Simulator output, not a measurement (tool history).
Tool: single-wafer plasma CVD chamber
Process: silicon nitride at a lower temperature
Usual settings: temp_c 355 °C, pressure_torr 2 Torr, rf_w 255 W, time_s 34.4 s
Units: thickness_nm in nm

| run | hour | temp_c | pressure_torr | rf_w | time_s | read-back reference wafer on the same gauge, thickness_nm | thickness_nm |
|---|---|---|---|---|---|---|---|
| 1 | 0 | 355 | 2 | 255 | 36.9 | 38.518 | 38.046 |
| 2 | 41.5 | 355 | 2 | 255 | 36.9 | 38.516 | 38.098 |
| 3 | 106.5 | 355 | 2 | 255 | 36.9 | 38.504 | 37.979 |
| 4 | 165.7 | 355 | 2 | 255 | 29.7 | 38.497 | 30.675 |
| 5 | 243.2 | 355 | 2 | 255 | 29.7 | 38.498 | 30.726 |
| 6 | 280.7 | 355 | 2 | 255 | 34.4 | 38.498 | 35.666 |
| 7 | 353.2 | 362 | 2 | 300 | 37.2 | 38.471 | 43.225 |
| 8 | 458.5 | 355 | 2.33 | 255 | 36.6 | 38.499 | 38.711 |
|  | 527.2 | thermocouple changed; heater temperature recalibrated |
| 9 | 527.7 | 341 | 1.81 | 255 | 34.4 | 38.498 | 35.083 |
| 10 | 574.2 | 355 | 2 | 205 | 34.4 | 38.491 | 29.616 |
|  | 682.9 | RF generator calibrated |
| 11 | 683.4 | 355 | 2.44 | 255 | 34.4 | 38.499 | 37.321 |
| 12 | 734.6 | 355 | 2 | 255 | 34.4 | 38.501 | 36.113 |
|  | 809 | showerhead replaced |
| 13 | 842.6 | 355 | 2 | 255 | 34.4 | 38.473 | 35.942 |
| 14 | 892.7 | 355 | 2 | 255 | 37.9 | 38.503 | 39.514 |
| 15 | 941 | 355 | 2 | 255 | 34.4 | 38.493 | 35.777 |
| 16 | 987.2 | 355 | 2 | 285 | 34.4 | 38.516 | 39.169 |
| 17 | 1024.5 | 355 | 1.72 | 290 | 28.6 | 38.517 | 32.005 |
| 18 | 1081.1 | 355 | 2 | 210 | 39.7 | 38.503 | 35.232 |
| 19 | 1117.2 | 346 | 2 | 270 | 28.3 | 38.518 | 31.005 |
|  | 1177.8 | gauge calibrated |
| 20 | 1216.8 | 355 | 2 | 255 | 34.4 | 38.502 | 35.866 |
| 21 | 1297.1 | 355 | 2 | 255 | 34.4 | 38.504 | 35.783 |
| 22 | 1335.6 | 355 | 2 | 255 | 34.4 | 38.517 | 35.786 |
| 23 | 1375.2 | 351 | 2.28 | 235 | 34.4 | 38.508 | 34.347 |
| 24 | 1475.8 | 365 | 2 | 255 | 34.4 | 38.479 | 35.444 |
| 25 | 1569.4 | 363 | 2.2 | 280 | 38.6 | 38.508 | 43.768 |
| 26 | 1629.7 | 355 | 1.78 | 255 | 27.6 | 38.501 | 28.214 |
| 27 | 1714.6 | 355 | 2 | 255 | 27.8 | 38.5 | 28.906 |
| 28 | 1806.1 | 341 | 1.84 | 270 | 29.6 | 38.486 | 31.977 |

Some steps in thickness_nm between neighbouring runs. How much of each would the tool show without its hidden state too (settings, what came in, random variation), and how much is left for the hidden state, with any gauge scatter that isn't in both results?
The hidden state here: wafer temperature above the value expected at the setpoint (K); delivered RF power above the setpoint (%); true pressure above the setpoint (%); gauge reads high (%).
Run 10 -> 11: pressure_torr 2 -> 2.44, rf_w 205 -> 255, RF generator calibrated. thickness_nm +7.705 nm: hidden state +0.535, all else +7.17.
Run 12 -> 13: showerhead replaced. thickness_nm -0.171 nm: hidden state -0.098, all else -0.073.
Run 24 -> 25: temp_c 365 -> 363, pressure_torr 2 -> 2.2, rf_w 255 -> 280, time_s 34.4 -> 38.6. thickness_nm +8.324 nm: hidden state -0.018, all else +8.342.
Run 25 -> 26: temp_c 363 -> 355, pressure_torr 2.2 -> 1.78, rf_w 280 -> 255, time_s 38.6 -> 27.6. thickness_nm -15.554 nm: hidden state +0.047, all else -15.601.
